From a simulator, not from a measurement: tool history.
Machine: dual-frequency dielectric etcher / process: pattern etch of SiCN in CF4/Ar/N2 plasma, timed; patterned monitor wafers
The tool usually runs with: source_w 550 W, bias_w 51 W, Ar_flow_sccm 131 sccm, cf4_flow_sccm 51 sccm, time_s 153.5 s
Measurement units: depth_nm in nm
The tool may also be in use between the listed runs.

| run | hour | source_w | bias_w | Ar_flow_sccm | cf4_flow_sccm | time_s | wafers since the last listed run | hours since the last wet clean | hours since the last source power generator calibration | hours since the last bias power generator calibration | hours since the last Ar flow controller change | hours since the last CF4 flow controller change | hours since the last upper electrode change | hours since the gauge calibration | read-back reference wafer on the same gauge, depth_nm | depth_nm |
|---|---|---|---|---|---|---|---|---|---|---|---|---|---|---|---|---|
| 1 | 0.0 | 550 | 51 | 105 | 43 | 153.5 | 0 | 440.7 | 4126.6 | 2902.4 | 1362.9 | 6025.1 | 5105.7 | 250.1 | 138.4 | 120.9 |
|  | 16.7 | source power generator calibrated |
|  | 26.9 | CF4 flow controller replaced |
|  | 42.5 | wet clean of the chamber |
| 2 | 43.0 | 550 | 51 | 105 | 43 | 153.5 | 77 | 0.5 | 26.3 | 2945.4 | 1405.9 | 16.1 | 5148.7 | 293.1 | 138.4 | 120.2 |
| 3 | 54.8 | 550 | 51 | 105 | 43 | 153.5 | 52 | 12.3 | 38.1 | 2957.2 | 1417.7 | 27.9 | 5160.5 | 304.9 | 138.0 | 119.6 |
|  | 69.9 | bias power generator calibrated |
| 4 | 86.7 | 550 | 51 | 131 | 51 | 177.0 | 124 | 44.2 | 70.0 | 16.8 | 1449.6 | 59.8 | 5192.4 | 336.8 | 137.8 | 136.8 |
| 5 | 103.1 | 550 | 51 | 131 | 51 | 153.5 | 73 | 60.6 | 86.4 | 33.2 | 1466.0 | 76.2 | 5208.8 | 353.2 | 137.7 | 118.7 |
| 6 | 121.8 | 550 | 51 | 131 | 51 | 153.5 | 83 | 79.3 | 105.1 | 51.9 | 1484.7 | 94.9 | 5227.5 | 371.9 | 137.8 | 118.4 |
| 7 | 153.0 | 550 | 59 | 149 | 44 | 153.5 | 138 | 110.5 | 136.3 | 83.1 | 1515.9 | 126.1 | 5258.7 | 403.1 | 137.6 | 119.2 |
| 8 | 181.3 | 550 | 51 | 131 | 58 | 119.5 | 126 | 138.8 | 164.6 | 111.4 | 1544.2 | 154.4 | 5287.0 | 431.4 | 137.6 | 93.9 |
| 9 | 214.2 | 610 | 51 | 131 | 58 | 172.5 | 146 | 171.7 | 197.5 | 144.3 | 1577.1 | 187.3 | 5319.9 | 464.3 | 137.6 | 146.8 |
|  | 216.1 | gauge calibrated |
| 10 | 236.2 | 550 | 40 | 131 | 51 | 131.0 | 97 | 193.7 | 219.5 | 166.3 | 1599.1 | 209.3 | 5341.9 | 20.1 | 140.2 | 95.1 |
| 11 | 252.9 | 670 | 51 | 160 | 51 | 126.0 | 74 | 210.4 | 236.2 | 183.0 | 1615.8 | 226.0 | 5358.6 | 36.8 | 140.2 | 114.0 |
| 12 | 278.0 | 550 | 51 | 163 | 42 | 153.5 | 111 | 235.5 | 261.3 | 208.1 | 1640.9 | 251.1 | 5383.7 | 61.9 | 139.9 | 113.0 |
|  | 329.5 | upper electrode replaced |
| 13 | 330.0 | 550 | 44 | 143 | 51 | 153.5 | 124 | 287.5 | 313.3 | 260.1 | 1692.9 | 303.1 | 0.5 | 113.9 | 139.6 | 113.4 |
| 14 | 334.3 | 550 | 51 | 131 | 51 | 153.5 | 19 | 291.8 | 317.6 | 264.4 | 1697.2 | 307.4 | 4.8 | 118.2 | 139.7 | 120.2 |
|  | 358.3 | Ar flow controller replaced |
| 15 | 358.8 | 550 | 51 | 122 | 46 | 153.5 | 82 | 316.3 | 342.1 | 288.9 | 0.5 | 331.9 | 29.3 | 142.7 | 139.4 | 120.3 |
| 16 | 368.4 | 550 | 51 | 115 | 51 | 153.5 | 42 | 325.9 | 351.7 | 298.5 | 10.1 | 341.5 | 38.9 | 152.3 | 139.2 | 121.5 |
| 17 | 386.5 | 550 | 51 | 163 | 42 | 153.5 | 80 | 344.0 | 369.8 | 316.6 | 28.2 | 359.6 | 57.0 | 170.4 | 139.6 | 112.9 |
| 18 | 422.4 | 550 | 51 | 131 | 51 | 153.5 | 159 | 379.9 | 405.7 | 352.5 | 64.1 | 395.5 | 92.9 | 206.3 | 139.3 | 119.9 |
| 19 | 437.6 | 420 | 51 | 131 | 51 | 153.5 | 67 | 395.1 | 420.9 | 367.7 | 79.3 | 410.7 | 108.1 | 221.5 | 139.0 | 95.4 |
| 20 | 457.6 | 670 | 40 | 104 | 45 | 153.5 | 89 | 415.1 | 440.9 | 387.7 | 99.3 | 430.7 | 128.1 | 241.5 | 139.1 | 134.2 |
| 21 | 486.3 | 550 | 51 | 131 | 51 | 153.5 | 127 | 443.8 | 469.6 | 416.4 | 128.0 | 459.4 | 156.8 | 270.2 | 138.7 | 119.0 |
| 22 | 518.2 | 460 | 51 | 114 | 51 | 153.5 | 142 | 475.7 | 501.5 | 448.3 | 159.9 | 491.3 | 188.7 | 302.1 | 138.8 | 104.9 |

Consider 3 possible next runs. They are alternatives, not a sequence: every one starts from the tool as it was left by run 22. What does each give?
| A | 518.7 | 550 | 51 | 98 | 51 | 153.5 | 2 | 476.2 | 502.0 | 448.8 | 160.4 | 491.8 | 189.2 | 302.6 | ? | ? |
| B | 518.7 | 550 | 51 | 131 | 51 | 115.5 | 2 | 476.2 | 502.0 | 448.8 | 160.4 | 491.8 | 189.2 | 302.6 | ? | ? |
| C | 518.7 | 430 | 60 | 149 | 51 | 141.5 | 2 | 476.2 | 502.0 | 448.8 | 160.4 | 491.8 | 189.2 | 302.6 | ? | ? |

| run | read-back reference wafer on the same gauge, depth_nm | depth_nm |
|---|---|---|
| A | 138.4 | 126.9 |
| B | 138.4 | 91.3 |
| C | 138.4 | 93.8 |
Take away the tool's hidden state, keep each run's random variation, and the runs would have read:
| run | depth_nm |
|---|---|
| A | 128.1 |
| B | 92.1 |
| C | 94.7 |
